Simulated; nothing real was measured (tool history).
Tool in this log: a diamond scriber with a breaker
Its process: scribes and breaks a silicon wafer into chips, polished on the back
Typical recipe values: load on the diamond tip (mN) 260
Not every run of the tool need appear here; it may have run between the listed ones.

run,day,load on the diamond tip (mN),wafers since the last listed run,hours since the diamond tip was replaced,hours since the load on the tip was calibrated,"incoming depth of the damage left on the back of the incoming wafer, um",depth of the median crack under the scribed line (µm),chips rejected at inspection after the break (%)
1,0,260,0,132.5,362,0.03,11.5,2.5
2,2.1,260,163,182.9,412.4,0.02,11.25,2.77
3,3.183,260,84,208.9,438.4,0.02,11.77,3.2
4,5.312,260,165,260,489.5,0.01,11.59,3.02
5,7.017,260,132,300.9,530.4,0.02,11.95,3.14
# day 7.583: diamond tip replaced by a new one
6,8.571,260,114,23.7,567.7,0.04,11.62,3.09
7,15.833,260,565,198,742,0.03,11.74,3.46
8,17.917,260,162,248,792,0.01,11.89,3.36
# day 18.304: load on the tip recalibrated
9,20.875,210,223,319,61.7,0.01,9.35,8.97
10,21.929,260,82,344.3,87,0.05,11.05,1.89
# day 22.029: diamond tip replaced by a new one
11,24.154,320,166,51,140.4,0.03,12.88,10.86
12,26.012,193,144,95.6,185,0.03,9.09,12.15
13,28.496,226,193,155.2,244.6,0.03,10.3,2.7
14,31.175,218,208,219.5,308.9,0.04,10.1,3.66

Entry by entry between the runs, the difference in hidden state between the last listed run before and the first listed run after:
From run 5 to run 6: diamond tip replaced by a new one (day 7.583)
  deviation of the load on the tip from its setpoint, %: 9.31 -> 9.55
  measured value less the no-hidden-state value, depth of the median crack under the scribed line (µm): +0.76 -> +0.76; chips rejected at inspection after the break (%): +1.29 -> +1.31
From run 8 to run 9: load on the tip recalibrated (day 18.304)
  deviation of the load on the tip from its setpoint, %: 10.4 -> 1.02
  measured value less the no-hidden-state value, depth of the median crack under the scribed line (µm): +0.85 -> +0.07; chips rejected at inspection after the break (%): +1.56 -> -0.68
From run 10 to run 11: diamond tip replaced by a new one (day 22.029)
  deviation of the load on the tip from its setpoint, %: 1.98 -> 3.74
  measured value less the no-hidden-state value, depth of the median crack under the scribed line (µm): +0.16 -> +0.35; chips rejected at inspection after the break (%): +0.06 -> +2.45
